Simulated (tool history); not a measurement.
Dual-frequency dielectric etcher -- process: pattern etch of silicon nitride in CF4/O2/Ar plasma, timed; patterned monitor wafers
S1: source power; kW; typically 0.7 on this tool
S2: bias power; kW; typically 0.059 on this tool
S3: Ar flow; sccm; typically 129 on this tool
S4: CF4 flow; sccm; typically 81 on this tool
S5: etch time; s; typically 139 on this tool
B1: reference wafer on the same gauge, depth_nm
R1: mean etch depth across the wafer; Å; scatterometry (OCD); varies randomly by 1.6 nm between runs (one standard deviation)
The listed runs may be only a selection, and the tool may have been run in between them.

run	hour	S1	S2	S3	S4	S5	B1	R1
1	0	0.7	0.059	129	81	139	373	3704
# hour 15.7: CF4 flow controller replaced
# hour 16.2: Ar flow controller replaced
2	23.8	0.7	0.066	129	81	139	373.3	3917
3	42.3	0.7	0.066	129	81	139	372.5	3900
# hour 66.8: upper electrode replaced, of another model than before
4	72.9	0.7	0.066	129	81	139	372.9	3848
5	87.9	0.7	0.059	129	81	139	373.4	3686
# hour 96.5: bias power generator calibrated
# hour 140.6: wet clean of the chamber
6	141.1	0.7	0.059	129	99	139	373.5	3854
7	156.3	0.7	0.048	106	99	139	373	3654
8	175.3	0.7	0.071	129	81	161	372.8	4624
9	195.4	0.76	0.059	129	97	139	373.9	4192
10	209.5	0.76	0.059	129	81	139	372.6	4094
11	227.2	0.53	0.047	117	81	139	372.6	2476
# hour 236.5: gauge calibrated
12	243.8	0.7	0.054	129	81	139	373.3	3615
13	270	0.65	0.059	129	81	139	373.1	3403
# hour 290.5: source power generator calibrated
14	349	0.76	0.059	129	89	139	373.2	4085
15	371.7	0.57	0.069	129	81	139	373.4	3068
16	400.1	0.7	0.052	104	88	119.5	372.7	3152
17	428.5	0.7	0.059	129	81	139	372.7	3680
18	445.1	0.84	0.051	129	69	109	372.5	3276
# hour 479.6: wet clean of the chamber
19	480.1	0.63	0.054	119	81	139	372.6	3228
20	480.4	0.7	0.059	129	81	139	372.9	3699

Each run again, without the hidden state but with its own random variation kept:
The tool's hidden condition here consists of: etch rate over this chamber's usual, %; source power that arrives over what is set, %; bias power that arrives over what is set, %; Ar flow that arrives over what is set, %; CF4 flow that arrives over what is set, %; gauge reads high (%).
run	R1
1	3741
2	3960
3	3947
4	3900
5	3739
6	3861
7	3663
8	4640
9	4211
10	4115
11	2491
12	3640
13	3431
14	4133
15	3108
16	3198
17	3739
18	3331
19	3226
20	3696

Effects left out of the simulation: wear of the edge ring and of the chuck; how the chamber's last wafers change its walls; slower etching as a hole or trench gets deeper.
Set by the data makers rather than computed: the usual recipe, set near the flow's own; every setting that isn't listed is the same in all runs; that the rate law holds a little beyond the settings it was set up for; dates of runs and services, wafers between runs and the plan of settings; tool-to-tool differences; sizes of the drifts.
